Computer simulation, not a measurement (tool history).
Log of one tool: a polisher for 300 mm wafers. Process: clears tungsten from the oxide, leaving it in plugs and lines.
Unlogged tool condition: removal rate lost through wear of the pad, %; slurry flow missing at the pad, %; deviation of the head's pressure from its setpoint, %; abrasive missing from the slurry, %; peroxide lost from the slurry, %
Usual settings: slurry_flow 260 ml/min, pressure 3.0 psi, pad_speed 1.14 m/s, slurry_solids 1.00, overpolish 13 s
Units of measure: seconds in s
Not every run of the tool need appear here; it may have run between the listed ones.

run   hour  slurry_flow  pressure  pad_speed  slurry_solids  overpolish  wafers since the last listed run  wafers polished on this pad  hours since the slurry nozzle was cleaned  hours since the head pressure was calibrated  hours since the slurry blender was calibrated  hours since the slurry got fresh peroxide  incoming thickness of the incoming film, nm  seconds
  1    0.0          260       3.7       1.14           1.00           9                                 0                          458                                      576.7                                         861.2                                          138.8                                       49.8                                        322.7     70.3
  2    7.9          260       3.0       1.14           1.00          13                                50                          508                                      584.6                                         869.1                                          146.7                                       57.7                                        327.8     86.8
  3   25.8          260       3.0       1.14           1.00          13                               114                          623                                      602.5                                         887.0                                          164.6                                       75.6                                        324.1     84.6
      29.0  -- slurry tank refilled with fresh slurry and peroxide
  4   34.5          260       3.0       1.14           1.00          13                                49                          672                                      611.2                                         895.7                                          173.3                                        5.5                                        329.2     88.1
  5   52.1          260       3.5       1.14           1.00          13                               112                          785                                      628.8                                         913.3                                          190.9                                       23.1                                        325.5     73.7
      57.3  -- slurry blender recalibrated
  6   61.7          260       3.0       1.14           1.00          13                                48                          833                                      638.4                                         922.9                                            4.4                                       32.7                                        330.9     87.3
  7   69.6          260       3.0       1.14           1.00          13                                50                          884                                      646.3                                         930.8                                           12.3                                       40.6                                        329.2     88.3
  8   79.0          260       3.0       1.14           1.00          13                                60                          944                                      655.7                                         940.2                                           21.7                                       50.0                                        322.4     85.9
  9   88.0          260       3.0       1.14           1.00          13                                57                         1002                                      664.7                                         949.2                                           30.7                                       59.0                                        322.1     85.8
     102.4  -- slurry tank refilled with fresh slurry and peroxide
     103.2  -- worn pad replaced by a new one
 10  103.9          260       3.0       1.14           1.00          13                                89                            4                                      680.6                                         965.1                                           46.6                                        1.5                                        327.2     88.1
 11  120.3          200       3.4       1.14           0.70           5                               104                          109                                      697.0                                         981.5                                           63.0                                       17.9                                        327.2     84.8
 12  135.2          260       3.3       1.00           0.85          13                                95                          204                                      711.9                                         996.4                                           77.9                                       32.8                                        329.0     89.8
 13  145.3          325       3.0       1.14           1.00          18                                64                          269                                      722.0                                        1006.5                                           88.0                                       42.9                                        323.7     83.1
 14  157.7          260       3.7       1.14           1.00           9                                79                          348                                      734.4                                        1018.9                                          100.4                                       55.3                                        324.3     69.5
     161.7  -- slurry nozzle cleaned
     173.5  -- slurry tank refilled with fresh slurry and peroxide
 15  190.2          260       2.5       1.14           0.90          10                               195                          543                                       28.5                                        1051.4                                          132.9                                       16.7                                        329.8    107.7
     200.7  -- head pressure recalibrated
 16  201.2          230       3.0       1.46           1.00          13                                57                          601                                       39.5                                           0.5                                          143.9                                       27.7                                        328.9     74.5
     215.7  -- slurry blender recalibrated
 17  216.2          235       3.6       1.14           1.00          13                                83                          684                                       54.5                                          15.5                                            0.5                                       42.7                                        323.2     73.4
 18  231.3          325       3.0       1.14           1.00          13                                96                          780                                       69.6                                          30.6                                           15.6                                       57.8                                        323.9     84.8
 19  239.8          260       3.0       1.14           1.00          13                                54                          835                                       78.1                                          39.1                                           24.1                                       66.3                                        320.1     86.5
 20  256.0          260       3.6       1.44           1.20          13                               103                          938                                       94.3                                          55.3                                           40.3                                       82.5                                        318.6     58.4
 21  264.3          325       3.0       1.14           1.00          18                                53                          991                                      102.6                                          63.6                                           48.6                                       90.8                                        322.3     84.5
     266.0  -- slurry tank refilled with fresh slurry and peroxide
 22  276.5          260       3.0       0.76           1.00          11                                71                         1063                                      114.8                                          75.8                                           60.8                                       10.5                                        325.6    113.1
     287.8  -- worn pad replaced by a new one
 23  291.8          175       2.2       0.90           1.15          13                                72                           25                                      130.1                                          91.1                                           76.1                                       25.8                                        319.6    139.3
 24  305.9          260       2.2       1.14           1.00          13                                90                          115                                      144.2                                         105.2                                           90.2                                       39.9                                        329.8    120.1
 25  318.1          335       3.0       1.14           1.00          13                                78                          193                                      156.4                                         117.4                                          102.4                                       52.1                                        329.2     84.4
 26  334.2          260       3.0       1.46           1.00           8                               102                          296                                      172.5                                         133.5                                          118.5                                       68.2                                        325.7     71.7
 27  346.4          285       3.0       1.40           1.15          19                                78                          374                                      184.7                                         145.7                                          130.7                                       80.4                                        330.5     73.1

Here are 3 independent what-if runs from the current tool condition. What would each one return?
  A  346.8          260       3.0       1.14           1.00          13                                 2                          377                                      185.1                                         146.1                                          131.1                                       80.8                                        321.4        ?
  B  346.8          260       2.4       1.14           1.00          13                                 2                          377                                      185.1                                         146.1                                          131.1                                       80.8                                        321.4        ?
  C  346.8          320       2.7       1.14           1.15           6                                 2                          377                                      185.1                                         146.1                                          131.1                                       80.8                                        321.4        ?

run  seconds
  A     84.7
  B    105.9
  C     89.5
With the hidden condition removed and each run's random variation left untouched, the same runs would have given:
run  seconds
  A     84.7
  B    105.9
  C     89.5
